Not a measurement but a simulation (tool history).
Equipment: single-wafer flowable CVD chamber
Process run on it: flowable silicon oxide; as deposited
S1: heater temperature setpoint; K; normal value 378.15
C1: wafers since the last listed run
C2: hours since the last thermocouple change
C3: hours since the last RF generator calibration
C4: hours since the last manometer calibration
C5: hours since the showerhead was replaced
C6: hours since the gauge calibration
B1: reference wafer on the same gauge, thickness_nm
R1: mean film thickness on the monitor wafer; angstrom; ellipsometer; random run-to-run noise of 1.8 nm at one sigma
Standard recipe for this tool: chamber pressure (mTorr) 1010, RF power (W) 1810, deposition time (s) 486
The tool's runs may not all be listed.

Run 1, day 0.000: usual settings but RF power (W) 1560; C1 0; C2 722.5; C3 1374.9; C4 2451.5; C5 3316.7; C6 180.4; B1 295.317. Result: R1 3246.07 angstrom.
Run 2, day 2.108: usual settings but RF power (W) 1560; C1 265; C2 773.1; C3 1425.5; C4 2502.1; C5 3367.3; C6 231.0; B1 294.690. Result: R1 3229.04 angstrom.
Run 3, day 4.775: usual settings but RF power (W) 1560; C1 335; C2 837.1; C3 1489.5; C4 2566.1; C5 3431.3; C6 295.0; B1 294.128. Result: R1 3223.80 angstrom.
Run 4, day 6.979: usual settings; C1 277; C2 890.0; C3 1542.4; C4 2619.0; C5 3484.2; C6 347.9; B1 293.592. Result: R1 3366.71 angstrom.
Run 5, day 8.254: usual settings; C1 160; C2 920.6; C3 1573.0; C4 2649.6; C5 3514.8; C6 378.5; B1 292.504. Result: R1 3379.80 angstrom.
Run 6, day 9.325: usual settings; C1 134; C2 946.3; C3 1598.7; C4 2675.3; C5 3540.5; C6 404.2; B1 292.165. Result: R1 3362.29 angstrom.
At day 10.392: thermocouple changed; heater temperature recalibrated.
Run 7, day 12.029: usual settings but S1 384.15 K; C1 298; C2 39.3; C3 1663.6; C4 2740.2; C5 3605.4; C6 469.1; B1 291.662. Result: R1 2719.42 angstrom.
At day 13.454: capacitance manometer re-zeroed and calibrated.
Run 8, day 14.679: usual settings; C1 291; C2 102.9; C3 1727.2; C4 29.4; C5 3669.0; C6 532.7; B1 289.581. Result: R1 3321.26 angstrom.
At day 15.612: gauge calibrated.
Run 9, day 16.262: usual settings but RF power (W) 1560; C1 199; C2 140.9; C3 1765.2; C4 67.4; C5 3707.0; C6 15.6; B1 295.677. Result: R1 3240.20 angstrom.
Run 10, day 17.625: usual settings but S1 368.15 K, chamber pressure (mTorr) 1170; C1 171; C2 173.6; C3 1797.9; C4 100.1; C5 3739.7; C6 48.3; B1 295.518. Result: R1 5671.17 angstrom.
At day 18.112: showerhead replaced.
Run 11, day 18.754: usual settings but S1 365.15 K; C1 100; C2 200.7; C3 1825.0; C4 127.2; C5 15.4; C6 75.4; B1 295.188. Result: R1 5575.30 angstrom.
At day 20.958: RF generator calibrated.
Run 12, day 21.142: usual settings but S1 390.15 K, deposition time (s) 389; C1 258; C2 258.0; C3 4.4; C4 184.5; C5 72.7; C6 132.7; B1 295.197. Result: R1 1773.47 angstrom.
Run 13, day 22.358: usual settings but chamber pressure (mTorr) 1190, deposition time (s) 564; C1 152; C2 287.2; C3 33.6; C4 213.7; C5 101.9; C6 161.9; B1 295.027. Result: R1 4600.69 angstrom.

Run 14 is up next; what results do you expect?
Run 14, day 24.717: usual settings but S1 390.15 K, RF power (W) 2120; C1 296; C2 343.8; C3 90.2; C4 270.3; C5 158.5; C6 218.5; B1 ?. Result: R1 ?.

Run 14 gave B1 294.351, R1 2283.99 angstrom.
Had the tool carried no hidden state, the very same run would have given R1 2297.04 angstrom.

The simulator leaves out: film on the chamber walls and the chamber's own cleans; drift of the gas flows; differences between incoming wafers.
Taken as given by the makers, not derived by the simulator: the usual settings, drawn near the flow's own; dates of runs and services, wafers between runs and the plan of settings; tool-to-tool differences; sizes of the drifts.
